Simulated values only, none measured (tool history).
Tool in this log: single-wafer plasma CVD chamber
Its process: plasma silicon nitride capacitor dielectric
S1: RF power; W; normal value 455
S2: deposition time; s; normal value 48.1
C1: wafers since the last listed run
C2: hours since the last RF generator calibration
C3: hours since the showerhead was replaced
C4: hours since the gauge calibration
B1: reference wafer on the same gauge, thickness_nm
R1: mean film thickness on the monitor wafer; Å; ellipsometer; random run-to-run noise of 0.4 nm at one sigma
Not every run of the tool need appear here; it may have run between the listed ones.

run 1 hour=0.0 | S1=455 S2=48.1 | C1=0 C2=1493.0 C3=2073.6 C4=256.1 | B1=69.348 | R1=710.38
run 2 hour=95.6 | S1=455 S2=48.1 | C1=1899 C2=1588.6 C3=2169.2 C4=351.7 | B1=69.251 | R1=713.60
-- hour=174.9 RF generator calibrated
run 3 hour=185.4 | S1=405 S2=41.3 | C1=1624 C2=10.5 C3=2259.0 C4=441.5 | B1=69.366 | R1=591.08
run 4 hour=240.4 | S1=405 S2=41.3 | C1=1092 C2=65.5 C3=2314.0 C4=496.5 | B1=69.334 | R1=586.81
run 5 hour=313.4 | S1=405 S2=41.3 | C1=1450 C2=138.5 C3=2387.0 C4=569.5 | B1=69.268 | R1=585.01
run 6 hour=599.9 | S1=455 S2=48.1 | C1=5691 C2=425.0 C3=2673.5 C4=856.0 | B1=69.400 | R1=723.84
run 7 hour=658.6 | S1=455 S2=48.1 | C1=1166 C2=483.7 C3=2732.2 C4=914.7 | B1=69.318 | R1=724.30
run 8 hour=921.9 | S1=455 S2=48.1 | C1=5230 C2=747.0 C3=2995.5 C4=1178.0 | B1=69.405 | R1=721.63
run 9 hour=1020.3 | S1=480 S2=48.1 | C1=1954 C2=845.4 C3=3093.9 C4=1276.4 | B1=69.176 | R1=743.78
run 10 hour=1110.4 | S1=480 S2=48.1 | C1=1789 C2=935.5 C3=3184.0 C4=1366.5 | B1=69.252 | R1=737.10
run 11 hour=1190.1 | S1=455 S2=48.1 | C1=1583 C2=1015.2 C3=3263.7 C4=1446.2 | B1=69.112 | R1=715.96
run 12 hour=1249.5 | S1=455 S2=48.1 | C1=1179 C2=1074.6 C3=3323.1 C4=1505.6 | B1=69.214 | R1=716.84
-- hour=1306.8 showerhead replaced
run 13 hour=1320.3 | S1=475 S2=50.2 | C1=1247 C2=1145.4 C3=13.5 C4=1576.4 | B1=69.222 | R1=764.37
run 14 hour=1393.8 | S1=455 S2=48.1 | C1=1460 C2=1218.9 C3=87.0 C4=1649.9 | B1=69.398 | R1=717.02
-- hour=1494.4 gauge calibrated
run 15 hour=1501.1 | S1=455 S2=48.1 | C1=2131 C2=1326.2 C3=194.3 C4=6.7 | B1=69.229 | R1=710.93
run 16 hour=1558.0 | S1=415 S2=48.1 | C1=1130 C2=1383.1 C3=251.2 C4=63.6 | B1=69.427 | R1=678.82
run 17 hour=1626.0 | S1=415 S2=48.1 | C1=1350 C2=1451.1 C3=319.2 C4=131.6 | B1=69.365 | R1=680.01
-- hour=1686.2 RF generator calibrated
run 18 hour=1686.7 | S1=455 S2=48.1 | C1=1046 C2=0.5 C3=379.9 C4=192.3 | B1=69.332 | R1=699.92
run 19 hour=1758.4 | S1=455 S2=48.1 | C1=1424 C2=72.2 C3=451.6 C4=264.0 | B1=69.335 | R1=700.86
run 20 hour=1808.8 | S1=455 S2=48.1 | C1=1001 C2=122.6 C3=502.0 C4=314.4 | B1=69.274 | R1=693.46
run 21 hour=1877.8 | S1=455 S2=48.1 | C1=1370 C2=191.6 C3=571.0 C4=383.4 | B1=69.112 | R1=699.95
run 22 hour=1962.1 | S1=455 S2=48.1 | C1=1674 C2=275.9 C3=655.3 C4=467.7 | B1=69.291 | R1=687.93
run 23 hour=2057.8 | S1=370 S2=40.9 | C1=1901 C2=371.6 C3=751.0 C4=563.4 | B1=69.206 | R1=530.94
run 24 hour=2148.4 | S1=405 S2=48.1 | C1=1799 C2=462.2 C3=841.6 C4=654.0 | B1=69.355 | R1=650.84
run 25 hour=2208.9 | S1=430 S2=39.1 | C1=1201 C2=522.7 C3=902.1 C4=714.5 | B1=69.391 | R1=543.69
run 26 hour=2248.5 | S1=530 S2=54.9 | C1=786 C2=562.3 C3=941.7 C4=754.1 | B1=69.252 | R1=848.87
-- hour=2305.3 RF generator calibrated, repeated, since the last time left the tool worse
run 27 hour=2324.6 | S1=525 S2=43.6 | C1=1352 C2=19.3 C3=1017.8 C4=830.2 | B1=69.112 | R1=709.71
run 28 hour=2368.1 | S1=540 S2=55.8 | C1=864 C2=62.8 C3=1061.3 C4=873.7 | B1=69.257 | R1=906.01
run 29 hour=2456.5 | S1=385 S2=39.3 | C1=1756 C2=151.2 C3=1149.7 C4=962.1 | B1=69.319 | R1=543.66
run 30 hour=2544.5 | S1=480 S2=45.0 | C1=1748 C2=239.2 C3=1237.7 C4=1050.1 | B1=69.207 | R1=691.73
run 31 hour=2614.9 | S1=455 S2=55.4 | C1=1398 C2=309.6 C3=1308.1 C4=1120.5 | B1=69.294 | R1=833.69
run 32 hour=2679.5 | S1=525 S2=56.7 | C1=1283 C2=374.2 C3=1372.7 C4=1185.1 | B1=69.255 | R1=904.98
run 33 hour=2764.4 | S1=420 S2=52.9 | C1=1686 C2=459.1 C3=1457.6 C4=1270.0 | B1=69.237 | R1=755.20
run 34 hour=2858.6 | S1=490 S2=43.3 | C1=1871 C2=553.3 C3=1551.8 C4=1364.2 | B1=69.242 | R1=663.35
run 35 hour=2951.3 | S1=485 S2=43.5 | C1=1841 C2=646.0 C3=1644.5 C4=1456.9 | B1=69.348 | R1=671.37
run 36 hour=3010.3 | S1=375 S2=48.1 | C1=1172 C2=705.0 C3=1703.5 C4=1515.9 | B1=69.317 | R1=646.08
run 37 hour=3055.6 | S1=430 S2=44.3 | C1=899 C2=750.3 C3=1748.8 C4=1561.2 | B1=69.312 | R1=638.62
run 38 hour=3117.4 | S1=495 S2=45.4 | C1=1227 C2=812.1 C3=1810.6 C4=1623.0 | B1=69.323 | R1=696.29
run 39 hour=3157.9 | S1=505 S2=48.1 | C1=804 C2=852.6 C3=1851.1 C4=1663.5 | B1=69.288 | R1=754.38
run 40 hour=3214.8 | S1=455 S2=48.1 | C1=1130 C2=909.5 C3=1908.0 C4=1720.4 | B1=69.237 | R1=712.93
run 41 hour=3297.7 | S1=455 S2=48.1 | C1=1646 C2=992.4 C3=1990.9 C4=1803.3 | B1=69.264 | R1=721.04

5 ways to go on from here, each from the tool as it stands after run 41. What would each give?
run A hour=3298.1 | S1=455 S2=53.1 | C1=7 C2=992.8 C3=1991.3 C4=1803.7 | B1=? | R1=?
run B hour=3298.1 | S1=380 S2=43.9 | C1=7 C2=992.8 C3=1991.3 C4=1803.7 | B1=? | R1=?
run C hour=3298.1 | S1=400 S2=48.1 | C1=7 C2=992.8 C3=1991.3 C4=1803.7 | B1=? | R1=?
run D hour=3298.1 | S1=365 S2=41.0 | C1=7 C2=992.8 C3=1991.3 C4=1803.7 | B1=? | R1=?
run E hour=3298.1 | S1=430 S2=41.9 | C1=7 C2=992.8 C3=1991.3 C4=1803.7 | B1=? | R1=?

run=A B1=69.274 R1=784.06
run=B B1=69.274 R1=587.33
run=C B1=69.274 R1=662.87
run=D B1=69.274 R1=535.35
run=E B1=69.274 R1=600.75
With no hidden state in the tool, these same runs would have given:
run=A R1=802.07
run=B R1=600.82
run=C R1=678.10
run=D R1=547.65
run=E R1=614.55
